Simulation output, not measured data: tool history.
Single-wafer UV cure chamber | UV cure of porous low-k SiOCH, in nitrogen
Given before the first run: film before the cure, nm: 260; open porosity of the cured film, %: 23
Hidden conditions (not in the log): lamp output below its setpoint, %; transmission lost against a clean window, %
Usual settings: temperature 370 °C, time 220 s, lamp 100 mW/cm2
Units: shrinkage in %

run     day  temperature  time  lamp  wafers since the last listed run  hours since the UV bulbs were replaced  wafers since the quartz window was cleaned  shrinkage
  1       0          370   220   100                                 0                                  1176.7                                        1050     10.831
  2   1.338          370   220   100                               202                                  1208.8                                        1252     10.465
  3   2.379          370   220   100                               157                                  1233.8                                        1410     10.403
  4   3.067          370   220   100                               104                                  1250.3                                        1514     10.616
  5   3.579          370   220   100                                77                                  1262.6                                        1592     10.407
  6   4.012          370   220   100                                65                                    1273                                        1658     10.424
  7   4.433          370   220   100                                63                                  1283.1                                        1721     10.125
  8   5.154          370   220   100                               109                                  1300.4                                        1831     10.587
  9   5.725          370   220   100                                86                                  1314.1                                        1917      10.22
      6.346  -- UV bulbs replaced
 10   6.367          370   220   100                                46                                     0.5                                        1964      12.66
 11    6.85          370   220   100                                73                                    12.1                                        2037     12.514
      7.325  -- quartz window cleaned
 12   7.346          370   220   100                                24                                      24                                           3     12.527
 13   7.654          370   220   100                                46                                    31.4                                          50     12.666
 14   8.229          370   220   100                                87                                    45.2                                         137     12.573
 15   8.721          370   190   100                                74                                      57                                         211     12.004
 16   9.221          370   190   100                                75                                      69                                         287     11.583
 17   9.775          382   315   100                                83                                    82.3                                         371     14.634
 18  10.125          362   220    72                                53                                    90.7                                         424      10.78
 19  10.454          385   220   114                                49                                    98.6                                         474     13.403
 20  10.788          361   310   137                                50                                   106.6                                         524     15.924
 21  11.246          370   220   100                                69                                   117.6                                         594     12.313
 22  11.788          360   220   100                                82                                   130.6                                         676     12.115
 23  12.483          352   220   100                               105                                   147.3                                         781     11.872
 24  13.217          378   300   128                               111                                   164.9                                         892     15.593
 25  13.692          370   220   132                                71                                   176.3                                         964     13.615
 26  14.408          370   330    75                               108                                   193.5                                        1073     13.127
 27  14.829          378   310    78                                63                                   203.6                                        1137     13.349
 28  15.158          352   340    66                                49                                   211.5                                        1187     12.211
 29  15.725          370   220   100                                85                                   225.1                                        1272     12.478
 30  16.096          370   220   100                                56                                     234                                        1329     12.332
 31  16.646          370   220   100                                83                                   247.2                                        1412     12.264
 32  17.058          370   220   100                                62                                   257.1                                        1474     11.964

Below, each run's measurement less what the same run would have read without the hidden state. Both values contain the same run-to-run variation, but the gauge's scatter may not be the same in both:
run  shrinkage
  1     -2.188
  2       -2.2
  3     -2.255
  4     -2.348
  5     -2.336
  6      -2.37
  7      -2.33
  8     -2.487
  9     -2.441
 10     -0.179
 11     -0.196
 12     -0.215
 13     -0.229
 14     -0.249
 15     -0.267
 16     -0.277
 17     -0.322
 18     -0.311
 19      -0.34
 20     -0.373
 21     -0.361
 22     -0.381
 23     -0.405
 24     -0.473
 25     -0.469
 26     -0.503
 27     -0.528
 28     -0.524
 29      -0.55
 30     -0.559
 31     -0.579
 32     -0.582

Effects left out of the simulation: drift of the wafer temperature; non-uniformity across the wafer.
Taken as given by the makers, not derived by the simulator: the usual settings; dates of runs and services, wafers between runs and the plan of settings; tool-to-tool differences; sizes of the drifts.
